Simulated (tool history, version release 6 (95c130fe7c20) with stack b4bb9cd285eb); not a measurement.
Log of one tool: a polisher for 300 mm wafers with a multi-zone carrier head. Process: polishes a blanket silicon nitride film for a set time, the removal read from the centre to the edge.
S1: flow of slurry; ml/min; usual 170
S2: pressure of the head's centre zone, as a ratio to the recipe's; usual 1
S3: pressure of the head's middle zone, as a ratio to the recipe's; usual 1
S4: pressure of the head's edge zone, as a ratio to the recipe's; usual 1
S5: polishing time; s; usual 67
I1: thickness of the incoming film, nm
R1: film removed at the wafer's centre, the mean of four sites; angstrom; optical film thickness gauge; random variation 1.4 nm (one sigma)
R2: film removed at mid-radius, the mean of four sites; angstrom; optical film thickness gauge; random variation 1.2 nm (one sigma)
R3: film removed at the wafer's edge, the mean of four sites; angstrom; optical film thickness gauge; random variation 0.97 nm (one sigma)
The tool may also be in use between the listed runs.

run,day,S1,S2,S3,S4,S5,I1,R1,R2,R3
1,0,170,1,1,1,67,394.1,854,871,853
2,3.233,170,0.92,1,1,67,400.5,825,922,910
3,5.271,170,0.92,1,1,67,401,792,902,888
4,8.233,170,0.92,1,1,67,400,803,887,878
5,15.871,170,1,1,1,67,403.4,897,938,908
6,18.667,170,1,1,1,67,400.1,889,916,913
7,21.325,170,1,1,1,67,398,854,883,888
8,24.421,170,1,1,1,67,393.3,836,857,880
9,26.583,170,1.09,1.11,1.04,67,404.8,879,908,847
10,28.846,170,1,1,1,67,406.9,857,902,887
11,32.225,170,1,1,1,67,407,850,847,845
12,36.667,170,1,1,1,67,404.5,875,900,914
13,39.129,170,1.09,1,1,47,401.1,668,633,630
14,42.883,170,0.89,1.08,1,73,399.2,806,1029,946
15,44.862,170,1,1,0.97,67,401.6,889,905,875
16,49.1,170,1,1,1.08,67,405.7,842,875,888
17,50.642,170,1,1,1,67,404,827,832,830
18,54.133,170,1,1,1.08,67,403.3,856,899,933
19,55.85,170,1,1,1,67,400.7,825,871,881
20,57.858,170,0.94,0.92,1.09,67,400.3,761,792,881
21,60.038,170,1,1.05,1,74,403,834,956,934
22,61.65,170,1.04,1,1,67,398.6,783,789,812

Not shown: 12 entries that the log had between the listed runs. Between which runs, and how does the tool's hidden state differ before and after?
Between runs 1 and 2: worn pad replaced by a new one (day 1.167)
  removal rate lost through wear of the pad, %: 7.77 -> 0.551; slurry flow missing at the pad, %: 16.8 -> 24.4
  measured less the result without the state, R1: -104 -> -51 angstrom; R2: -102 -> -51 angstrom; R3: -92 -> -37 angstrom
Between runs 4 and 5: edge zone pressure recalibrated (day 9.442); centre zone pressure recalibrated (day 9.908); slurry nozzle cleaned (day 10.517); worn pad replaced by a new one (day 15.712)
  removal rate lost through wear of the pad, %: 1.81 -> 1.91; slurry flow missing at the pad, %: 36.3 -> 14.2
  measured less the result without the state, R1: -95 -> -44 angstrom; R2: -94 -> -42 angstrom; R3: -70 -> -34 angstrom
Between runs 9 and 10: slurry nozzle cleaned (day 28.825)
  removal rate lost through wear of the pad, %: 5.17 -> 6.67; slurry flow missing at the pad, %: 39.5 -> 3.49
  measured less the result without the state, R1: -152 -> -67 angstrom; R2: -144 -> -70 angstrom; R3: -108 -> -67 angstrom
Between runs 11 and 12: worn pad replaced by a new one (day 34.721); carrier head's membrane replaced by a new one (day 36.646)
  removal rate lost through wear of the pad, %: 9.43 -> 1.09; slurry flow missing at the pad, %: 11.5 -> 22
  measured less the result without the state, R1: -109 -> -52 angstrom; R2: -107 -> -49 angstrom; R3: -102 -> -39 angstrom
Between runs 12 and 13: edge zone pressure recalibrated (day 37.529)
  removal rate lost through wear of the pad, %: 1.09 -> 1.52; slurry flow missing at the pad, %: 22 -> 27.8
  measured less the result without the state, R1: -52 -> -56 angstrom; R2: -49 -> -48 angstrom; R3: -39 -> -37 angstrom
Between runs 13 and 14: centre zone pressure recalibrated (day 41.779)
  removal rate lost through wear of the pad, %: 1.52 -> 2.82; slurry flow missing at the pad, %: 27.8 -> 36.7
  measured less the result without the state, R1: -56 -> -106 angstrom; R2: -48 -> -124 angstrom; R3: -37 -> -87 angstrom
Between runs 14 and 15: slurry nozzle cleaned (day 43.704)
  removal rate lost through wear of the pad, %: 2.82 -> 3.82; slurry flow missing at the pad, %: 36.7 -> 14
  measured less the result without the state, R1: -106 -> -61 angstrom; R2: -124 -> -60 angstrom; R3: -87 -> -52 angstrom
Between runs 17 and 18: worn pad replaced by a new one (day 51.496)
  removal rate lost through wear of the pad, %: 7.97 -> 0.754; slurry flow missing at the pad, %: 27.7 -> 36
  measured less the result without the state, R1: -131 -> -90 angstrom; R2: -125 -> -84 angstrom; R3: -109 -> -63 angstrom
